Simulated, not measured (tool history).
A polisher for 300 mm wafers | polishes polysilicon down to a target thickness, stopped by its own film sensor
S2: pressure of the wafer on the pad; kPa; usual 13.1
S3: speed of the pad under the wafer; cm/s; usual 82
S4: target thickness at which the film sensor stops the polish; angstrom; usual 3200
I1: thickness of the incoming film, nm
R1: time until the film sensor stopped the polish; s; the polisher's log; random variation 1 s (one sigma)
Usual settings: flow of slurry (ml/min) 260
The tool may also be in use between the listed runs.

Run 1, hour 0: usual settings but flow of slurry (ml/min) 280; I1 751.4. Result: R1 98.1 s.
Run 2, hour 7.6: usual settings but S4 1970 angstrom; I1 745.3. Result: R1 126 s.
Run 3, hour 22.7: usual settings but S4 1970 angstrom; I1 767.5. Result: R1 126.4 s.
Run 4, hour 28.8: usual settings but S4 1970 angstrom; I1 757.6. Result: R1 126.7 s.
Run 5, hour 71.7: usual settings; I1 752.4. Result: R1 98 s.
Run 6, hour 81.7: usual settings; I1 765.2. Result: R1 101.1 s.
At hour 90.1: worn pad replaced by a new one.
Run 7, hour 90.6: usual settings; I1 762.2. Result: R1 102.4 s.
Run 8, hour 97.7: usual settings; I1 764.5. Result: R1 101.9 s.
Run 9, hour 115.1: usual settings; I1 762.4. Result: R1 100.8 s.
Run 10, hour 164.9: usual settings; I1 754. Result: R1 100.4 s.
Run 11, hour 180.2: usual settings; I1 752.9. Result: R1 99.2 s.
Run 12, hour 197.8: usual settings but flow of slurry (ml/min) 290; I1 772.1. Result: R1 102.3 s.
At hour 214.7: worn pad replaced by a new one.
Run 13, hour 215.2: usual settings; I1 760. Result: R1 101.7 s.
Run 14, hour 228.9: usual settings; I1 749.6. Result: R1 98.5 s.
Run 15, hour 240.7: usual settings; I1 745.4. Result: R1 98.5 s.
Run 16, hour 270.7: usual settings; I1 759.1. Result: R1 101.2 s.
Run 17, hour 277.2: usual settings but flow of slurry (ml/min) 305, S2 9.7 kPa; I1 757.1. Result: R1 117.9 s.
Run 18, hour 294.4: usual settings but S4 1800 angstrom; I1 752.7. Result: R1 132.1 s.
Run 19, hour 311.2: usual settings but S2 8.3 kPa; I1 757.7. Result: R1 132.1 s.
Run 20, hour 323.5: usual settings; I1 759.2. Result: R1 102.2 s.
Run 21, hour 331.6: usual settings but flow of slurry (ml/min) 190, S2 16.5 kPa, S3 92 cm/s; I1 751.9. Result: R1 82.2 s.
At hour 342.6: head pressure recalibrated.
Run 22, hour 343.1: usual settings but flow of slurry (ml/min) 300, S3 98 cm/s, S4 4620 angstrom; I1 759.7. Result: R1 57.7 s.
At hour 353.1: worn pad replaced by a new one.
Run 23, hour 359: usual settings but S3 108 cm/s; I1 752.9. Result: R1 78.6 s.
Run 24, hour 365.8: usual settings but flow of slurry (ml/min) 335, S2 15.9 kPa, S3 74 cm/s, S4 4190 angstrom; I1 748. Result: R1 72.5 s.
At hour 371.3: slurry nozzle cleaned.
Run 25, hour 381.2: usual settings but flow of slurry (ml/min) 320, S3 58 cm/s; I1 756.6. Result: R1 125.7 s.
Run 26, hour 392.7: usual settings but S2 15.2 kPa, S3 54 cm/s, S4 1730 angstrom; I1 770.8. Result: R1 170.7 s.
Run 27, hour 400.4: usual settings; I1 758.9. Result: R1 98.3 s.
Run 28, hour 413.6: usual settings but S2 17.2 kPa; I1 761.4. Result: R1 82.3 s.
Run 29, hour 422.9: usual settings but flow of slurry (ml/min) 325, S4 4250 angstrom; I1 761. Result: R1 72.3 s.
Run 30, hour 440.4: usual settings but flow of slurry (ml/min) 230; I1 763.8. Result: R1 98.8 s.
Run 31, hour 449.9: usual settings but S2 16.5 kPa, S3 104 cm/s; I1 756.9. Result: R1 67.9 s.
At hour 461.1: worn pad replaced by a new one.
Run 32, hour 469.4: usual settings but S4 2080 angstrom; I1 754.1. Result: R1 119.6 s.
Run 33, hour 486.4: usual settings but S2 11.7 kPa, S3 94 cm/s; I1 757.8. Result: R1 92.8 s.
Run 34, hour 493.1: usual settings but flow of slurry (ml/min) 220; I1 757.1. Result: R1 98.7 s.
Run 35, hour 507.5: usual settings; I1 746.5. Result: R1 96 s.
Run 36, hour 516.2: usual settings; I1 770.3. Result: R1 100.3 s.
Run 37, hour 528.9: usual settings; I1 757.7. Result: R1 98.6 s.

Forecast each of these 4 alternatives for the next run:
Run A, hour 529.4: usual settings; I1 776.4. Result: R1 ?.
Run B, hour 529.4: usual settings but flow of slurry (ml/min) 320, S2 11 kPa, S3 62 cm/s; I1 776.4. Result: R1 ?.
Run C, hour 529.4: usual settings but flow of slurry (ml/min) 230, S4 4460 angstrom; I1 776.4. Result: R1 ?.
Run D, hour 529.4: usual settings but flow of slurry (ml/min) 195, S4 2350 angstrom; I1 776.4. Result: R1 ?.

run     R1
  A  101.4
  B  138.8
  C   74.3
  D    124
Without the tool's hidden state the same runs would have given:
run     R1
  A  100.4
  B  137.7
  C   73.5
  D  122.4
